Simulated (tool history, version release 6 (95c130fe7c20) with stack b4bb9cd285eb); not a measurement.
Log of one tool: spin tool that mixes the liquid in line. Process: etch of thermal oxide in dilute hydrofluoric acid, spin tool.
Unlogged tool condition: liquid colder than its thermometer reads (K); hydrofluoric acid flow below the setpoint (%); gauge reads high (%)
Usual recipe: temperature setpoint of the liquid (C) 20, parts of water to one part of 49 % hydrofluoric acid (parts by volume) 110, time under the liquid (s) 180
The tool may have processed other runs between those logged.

run   hour  temperature setpoint of the liquid (C)  parts of water to one part of 49 % hydrofluoric acid (parts by volume)  time under the liquid (s)  wafers since the last listed run  hours since the thermometer was replaced  hours since the hydrofluoric acid flow meter was replaced  hours since the gauge calibration  read-back film thickness of the thermal oxide reference wafer, read on the same gauge (nm)  thickness taken off the thermal oxide on a monitor wafer (Å)
  1      0                                      20                                                                      75                        180                                 0                                     171.8                                                       38.7                                4.6                                                                                       79.99                                                         106.7
  2   69.2                                      20                                                                      75                        180                               604                                       241                                                      107.9                               73.8                                                                                       80.01                                                         107.1
  3   99.4                                      20                                                                     110                        180                               263                                     271.2                                                      138.1                                104                                                                                       80.02                                                          68.9
  4  169.7                                      20                                                                     110                        180                               613                                     341.5                                                      208.4                              174.3                                                                                       79.99                                                          68.2
  5    204                                      20                                                                      95                        180                               299                                     375.8                                                      242.7                              208.6                                                                                       79.99                                                          80.2
  6  235.5                                    23.5                                                                     110                        180                               275                                     407.3                                                      274.2                              240.1                                                                                       80.01                                                          78.2
  7  306.8                                    23.5                                                                     110                        180                               622                                     478.6                                                      345.5                              311.4                                                                                       79.98                                                          77.2
     365.8  -- thermometer replaced
  8  385.2                                    23.5                                                                     110                        180                               675                                      19.4                                                      423.9                              389.8                                                                                       79.99                                                          76.9
     462.9  -- hydrofluoric acid flow meter replaced
  9  551.4                                      20                                                                      80                        180                              1442                                     185.6                                                       88.5                                556                                                                                       79.98                                                          98.8
 10  594.7                                      20                                                                     110                        130                               378                                     228.9                                                      131.8                              599.3                                                                                       80.03                                                            50
     618.1  -- gauge calibrated
 11  658.5                                    17.5                                                                      70                        180                               556                                     292.7                                                      195.6                               40.4                                                                                       80.01                                                         102.6
 12  688.4                                      20                                                                     110                        180                               261                                     322.6                                                      225.5                               70.3                                                                                       80.02                                                          69.1
 13  731.7                                      17                                                                      60                        180                               378                                     365.9                                                      268.8                              113.6                                                                                       79.98                                                         116.6
 14  770.2                                      17                                                                     110                         90                               336                                     404.4                                                      307.3                              152.1                                                                                          80                                                          30.1
 15  805.2                                    18.5                                                                      90                        215                               305                                     439.4                                                      342.3                              187.1                                                                                       80.03                                                          95.8
     871.8  -- thermometer replaced
 16  873.3                                      23                                                                      95                        210                               585                                       1.5                                                      410.4                              255.2                                                                                       80.01                                                         105.2
     890.5  -- hydrofluoric acid flow meter replaced
 17  926.1                                      20                                                                      75                        180                               452                                      54.3                                                       35.6                                308                                                                                       79.98                                                         107.6
 18  972.4                                    22.5                                                                     130                        240                               404                                     100.6                                                       81.9                              354.3                                                                                       80.01                                                          85.2

Here are 3 independent what-if runs from the current tool condition. What would each one return?
  A  972.9                                      20                                                                     110                        180                                 4                                     101.1                                                       82.4                              354.8                                                                                           ?                                                             ?
  B  972.9                                    21.5                                                                      85                        145                                 4                                     101.1                                                       82.4                              354.8                                                                                           ?                                                             ?
  C  972.9                                      18                                                                      60                        180                                 4                                     101.1                                                       82.4                              354.8                                                                                           ?                                                             ?

run  read-back film thickness of the thermal oxide reference wafer, read on the same gauge (nm)  thickness taken off the thermal oxide on a monitor wafer (Å)
  A                                                                                       79.99                                                          68.9
  B                                                                                       79.99                                                          78.6
  C                                                                                       79.99                                                         122.9
The same runs, with their run-to-run variation unchanged, on a tool lacking any hidden condition would have given:
run  thickness taken off the thermal oxide on a monitor wafer (Å)
  A                                                          70.2
  B                                                          80.1
  C                                                         125.2
